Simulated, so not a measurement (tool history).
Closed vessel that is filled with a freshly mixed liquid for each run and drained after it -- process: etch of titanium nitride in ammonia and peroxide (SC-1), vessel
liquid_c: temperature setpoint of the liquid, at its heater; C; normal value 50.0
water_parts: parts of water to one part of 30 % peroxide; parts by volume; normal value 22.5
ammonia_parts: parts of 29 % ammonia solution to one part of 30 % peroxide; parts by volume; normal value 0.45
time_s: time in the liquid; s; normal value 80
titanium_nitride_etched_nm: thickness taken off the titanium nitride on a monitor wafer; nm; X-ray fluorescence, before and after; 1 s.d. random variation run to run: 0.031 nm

run	hour	liquid_c	water_parts	ammonia_parts	time_s	read-back film thickness of the titanium nitride reference wafer, read on the same gauge (nm)	titanium_nitride_etched_nm
1	0.0	50.0	22.5	0.60	80	79.98	4.05
2	12.8	44.0	22.5	0.45	80	79.99	2.47
3	28.4	44.0	22.5	0.45	80	80.02	2.45
# hour 35.8: new drum of ammonia solution connected
4	57.0	50.0	22.5	0.45	80	80.00	3.74
5	67.9	50.0	22.5	0.45	80	79.98	3.77
6	85.3	50.0	22.5	0.45	80	80.00	3.76
7	98.7	50.0	22.5	0.45	80	80.00	3.77
8	108.0	50.0	22.5	0.45	80	79.99	3.78
# hour 110.6: thermometer replaced, repeated, since the last time left the tool worse
9	123.1	50.0	22.5	0.45	80	79.99	4.73
# hour 134.6: ammonia flow meter replaced
10	136.2	50.0	22.5	0.45	80	80.00	4.67
# hour 142.4: gauge calibrated
11	142.5	52.5	22.5	0.45	110	80.00	7.70
12	167.9	50.0	29.0	0.45	80	80.02	4.03
13	185.2	50.0	33.0	0.55	80	79.99	3.88
14	194.0	54.0	16.0	0.45	60	80.02	5.56
15	210.2	50.0	22.5	0.45	80	80.01	4.61
16	221.6	45.5	22.5	0.30	115	79.98	4.54
17	228.5	53.5	22.5	0.45	80	80.01	5.94
18	238.7	50.0	26.5	0.45	45	80.01	2.39
19	248.5	60.0	15.0	0.30	100	80.01	13.30
20	255.0	59.5	33.5	0.65	80	80.01	7.57
21	272.8	50.0	22.5	0.45	80	79.98	4.65
22	286.1	50.0	22.5	0.45	80	80.01	4.64
23	294.0	50.0	22.5	0.45	80	80.00	4.59
24	310.3	50.0	32.5	0.55	80	79.98	3.85
25	321.1	50.0	12.0	0.60	80	80.00	6.77
26	330.4	46.0	29.5	0.65	30	79.99	1.19
27	338.3	58.0	22.5	0.35	35	80.00	3.26
28	355.5	54.0	22.5	0.25	80	80.03	5.36
29	363.5	54.0	15.5	0.30	100	79.99	8.59

What the log doesn't show, run by run:
ammonia flow below the setpoint (%): 0 at every run
ammonia solution weaker than its label (%): 0 at every run
gauge reads high (%): 0 at every run
H1: liquid colder than its thermometer reads (K)
run	H1
1	3.08
2	3.1
3	3.12
4	3.17
5	3.19
6	3.21
7	3.24
8	3.25
9	0.0823
10	0.103
11	0.113
12	0.154
13	0.182
14	0.196
15	0.222
16	0.24
17	0.251
18	0.268
19	0.283
20	0.294
21	0.322
22	0.344
23	0.356
24	0.382
25	0.4
26	0.415
27	0.427
28	0.455
29	0.468

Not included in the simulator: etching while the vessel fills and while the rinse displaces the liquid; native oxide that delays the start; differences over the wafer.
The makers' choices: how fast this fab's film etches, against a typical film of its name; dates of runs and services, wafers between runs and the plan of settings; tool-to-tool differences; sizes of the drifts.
